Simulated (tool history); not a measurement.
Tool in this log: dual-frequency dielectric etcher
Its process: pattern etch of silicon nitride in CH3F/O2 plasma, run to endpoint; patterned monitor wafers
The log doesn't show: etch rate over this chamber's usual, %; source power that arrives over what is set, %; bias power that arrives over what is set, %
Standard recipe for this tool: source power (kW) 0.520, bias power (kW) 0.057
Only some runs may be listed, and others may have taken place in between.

run	hour	source power (kW)	bias power (kW)	wafers since the last listed run	hours since the last wet clean	hours since the last source power generator calibration	hours since the last bias power generator calibration	hours since the last upper electrode change	incoming incoming film thickness, nm	endpoint time (s)
1	0.0	0.520	0.057	0	371.5	2956.1	2932.6	5084.6	96.2	110.7
2	6.7	0.520	0.057	43	378.2	2962.8	2939.3	5091.3	94.1	108.0
3	16.7	0.520	0.057	64	388.2	2972.8	2949.3	5101.3	94.5	108.8
4	23.0	0.520	0.057	40	394.5	2979.1	2955.6	5107.6	96.1	111.1
5	40.5	0.520	0.057	113	412.0	2996.6	2973.1	5125.1	94.3	108.6
6	51.6	0.520	0.057	72	423.1	3007.7	2984.2	5136.2	94.4	109.0
7	66.3	0.520	0.046	95	437.8	3022.4	2998.9	5150.9	94.9	115.6
8	96.3	0.520	0.057	194	467.8	3052.4	3028.9	5180.9	95.3	110.9
# hour 108.3: source power generator calibrated
# hour 111.2: bias power generator calibrated
9	111.7	0.520	0.057	55	483.2	3.4	0.5	5196.3	94.4	109.0
10	115.7	0.520	0.065	25	487.2	7.4	4.5	5200.3	94.1	104.5
11	122.9	0.520	0.065	46	494.4	14.6	11.7	5207.5	94.7	105.8
# hour 156.6: upper electrode replaced
# hour 162.0: wet clean of the chamber
12	162.5	0.520	0.057	66	0.5	54.2	51.3	5.9	94.8	107.1
13	162.9	0.470	0.063	2	0.9	54.6	51.7	6.3	95.1	111.2
14	166.8	0.420	0.057	25	4.8	58.5	55.6	10.2	95.3	123.9
15	214.2	0.640	0.052	308	52.2	105.9	103.0	57.6	95.9	98.6
16	225.9	0.520	0.057	76	63.9	117.6	114.7	69.3	93.8	106.0
17	238.5	0.520	0.048	81	76.5	130.2	127.3	81.9	94.2	111.7
18	248.0	0.460	0.052	61	86.0	139.7	136.8	91.4	96.3	120.7
19	263.2	0.620	0.062	98	101.2	154.9	152.0	106.6	94.5	94.8
20	272.5	0.520	0.057	60	110.5	164.2	161.3	115.9	93.7	105.8
21	288.6	0.570	0.057	104	126.6	180.3	177.4	132.0	94.5	101.5
22	295.8	0.520	0.070	46	133.8	187.5	184.6	139.2	94.4	101.9
23	306.9	0.580	0.057	72	144.9	198.6	195.7	150.3	95.0	101.5
24	348.1	0.420	0.057	267	186.1	239.8	236.9	191.5	94.3	124.0
25	366.0	0.450	0.046	116	204.0	257.7	254.8	209.4	96.6	127.3
26	374.1	0.520	0.062	52	212.1	265.8	262.9	217.5	94.7	105.7
27	380.7	0.520	0.057	42	218.7	272.4	269.5	224.1	94.3	107.6
28	389.4	0.520	0.057	56	227.4	281.1	278.2	232.8	94.9	108.2
29	416.0	0.640	0.057	172	254.0	307.7	304.8	259.4	95.2	96.7
30	424.3	0.640	0.069	53	262.3	316.0	313.1	267.7	93.3	89.7
31	430.8	0.470	0.070	42	268.8	322.5	319.6	274.2	94.9	109.5
32	447.2	0.520	0.069	106	285.2	338.9	336.0	290.6	94.2	102.4
33	460.8	0.390	0.046	88	298.8	352.5	349.6	304.2	94.5	138.7
34	476.2	0.520	0.067	100	314.2	367.9	365.0	319.6	95.8	105.3
35	490.3	0.520	0.045	91	328.3	382.0	379.1	333.7	94.5	114.7

For each entry between runs, how does the tool's hidden state at the last listed run before it compare with that at the first listed run after it?
Run 8 -> run 9: source power generator calibrated (hour 108.3); bias power generator calibrated (hour 111.2)
  etch rate over this chamber's usual, %: -2.17 -> -2.24
  the result without the hidden state subtracted from the measured one, endpoint time (s): +2.4 -> +2.4
Run 11 -> run 12: upper electrode replaced (hour 156.6); wet clean of the chamber (hour 162.0)
  etch rate over this chamber's usual, %: -2.28 -> 0.211
  the result without the hidden state subtracted from the measured one, endpoint time (s): +2.4 -> -0.2

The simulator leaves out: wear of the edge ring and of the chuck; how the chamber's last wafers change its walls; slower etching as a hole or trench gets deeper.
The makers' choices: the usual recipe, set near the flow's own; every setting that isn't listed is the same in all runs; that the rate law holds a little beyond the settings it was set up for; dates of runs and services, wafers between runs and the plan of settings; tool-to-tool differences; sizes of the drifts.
